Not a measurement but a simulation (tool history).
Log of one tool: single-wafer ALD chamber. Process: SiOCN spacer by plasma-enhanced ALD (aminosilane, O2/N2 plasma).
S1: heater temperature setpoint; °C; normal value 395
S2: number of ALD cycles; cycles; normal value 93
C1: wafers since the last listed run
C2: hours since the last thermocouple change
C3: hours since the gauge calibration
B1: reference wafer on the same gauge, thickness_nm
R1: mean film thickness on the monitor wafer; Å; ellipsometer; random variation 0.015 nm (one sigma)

Run 1, hour 0.0: usual settings but S2 81 cycles; C1 0; C2 831.2; C3 114.9; B1 6.230. Result: R1 51.92 Å.
Run 2, hour 17.0: usual settings; C1 62; C2 848.2; C3 131.9; B1 6.231. Result: R1 59.83 Å.
Run 3, hour 24.6: usual settings; C1 28; C2 855.8; C3 139.5; B1 6.228. Result: R1 59.92 Å.
At hour 31.6: gauge calibrated.
Run 4, hour 34.9: usual settings; C1 38; C2 866.1; C3 3.3; B1 6.231. Result: R1 59.69 Å.
Run 5, hour 50.4: usual settings; C1 57; C2 881.6; C3 18.8; B1 6.233. Result: R1 59.95 Å.
Run 6, hour 64.1: usual settings; C1 50; C2 895.3; C3 32.5; B1 6.222. Result: R1 60.17 Å.
Run 7, hour 76.4: usual settings; C1 45; C2 907.6; C3 44.8; B1 6.232. Result: R1 59.48 Å.
Run 8, hour 84.5: usual settings; C1 29; C2 915.7; C3 52.9; B1 6.235. Result: R1 59.61 Å.
Run 9, hour 96.4: usual settings; C1 43; C2 927.6; C3 64.8; B1 6.231. Result: R1 59.99 Å.
Run 10, hour 113.7: usual settings but S2 89 cycles; C1 63; C2 944.9; C3 82.1; B1 6.237. Result: R1 57.43 Å.
Run 11, hour 123.0: usual settings; C1 34; C2 954.2; C3 91.4; B1 6.225. Result: R1 59.76 Å.
Run 12, hour 137.2: usual settings but S1 402 °C, S2 103 cycles; C1 52; C2 968.4; C3 105.6; B1 6.228. Result: R1 65.76 Å.
Run 13, hour 145.3: usual settings; C1 29; C2 976.5; C3 113.7; B1 6.236. Result: R1 59.82 Å.
Run 14, hour 155.3: usual settings but S1 400 °C; C1 36; C2 986.5; C3 123.7; B1 6.231. Result: R1 59.46 Å.
Run 15, hour 165.0: usual settings; C1 35; C2 996.2; C3 133.4; B1 6.235. Result: R1 59.83 Å.
Run 16, hour 180.8: usual settings but S1 389 °C, S2 103 cycles; C1 58; C2 1012.0; C3 149.2; B1 6.237. Result: R1 66.26 Å.
At hour 199.6: thermocouple changed; heater temperature recalibrated.
Run 17, hour 218.0: usual settings; C1 107; C2 18.4; C3 186.4; B1 6.231. Result: R1 59.92 Å.
At hour 222.8: gauge calibrated.
Run 18, hour 233.2: usual settings but S1 401 °C, S2 80 cycles; C1 56; C2 33.6; C3 10.4; B1 6.234. Result: R1 51.22 Å.
Run 19, hour 249.5: usual settings; C1 60; C2 49.9; C3 26.7; B1 6.231. Result: R1 59.97 Å.
Run 20, hour 264.0: usual settings but S1 385 °C, S2 81 cycles; C1 53; C2 64.4; C3 41.2; B1 6.227. Result: R1 52.43 Å.
Run 21, hour 272.4: usual settings but S1 381 °C, S2 87 cycles; C1 31; C2 72.8; C3 49.6; B1 6.229. Result: R1 55.76 Å.
Run 22, hour 286.6: usual settings but S1 385 °C; C1 52; C2 87.0; C3 63.8; B1 6.238. Result: R1 59.92 Å.

Across each entry between runs, compare the hidden state at the last listed run before it with the hidden state at the first listed run after it:
Between runs 3 and 4: gauge calibrated (hour 31.6)
  the hidden state is the same at both runs
Between runs 16 and 17: thermocouple changed; heater temperature recalibrated (hour 199.6)
  the hidden state is the same at both runs
Between runs 17 and 18: gauge calibrated (hour 222.8)
  the hidden state is the same at both runs
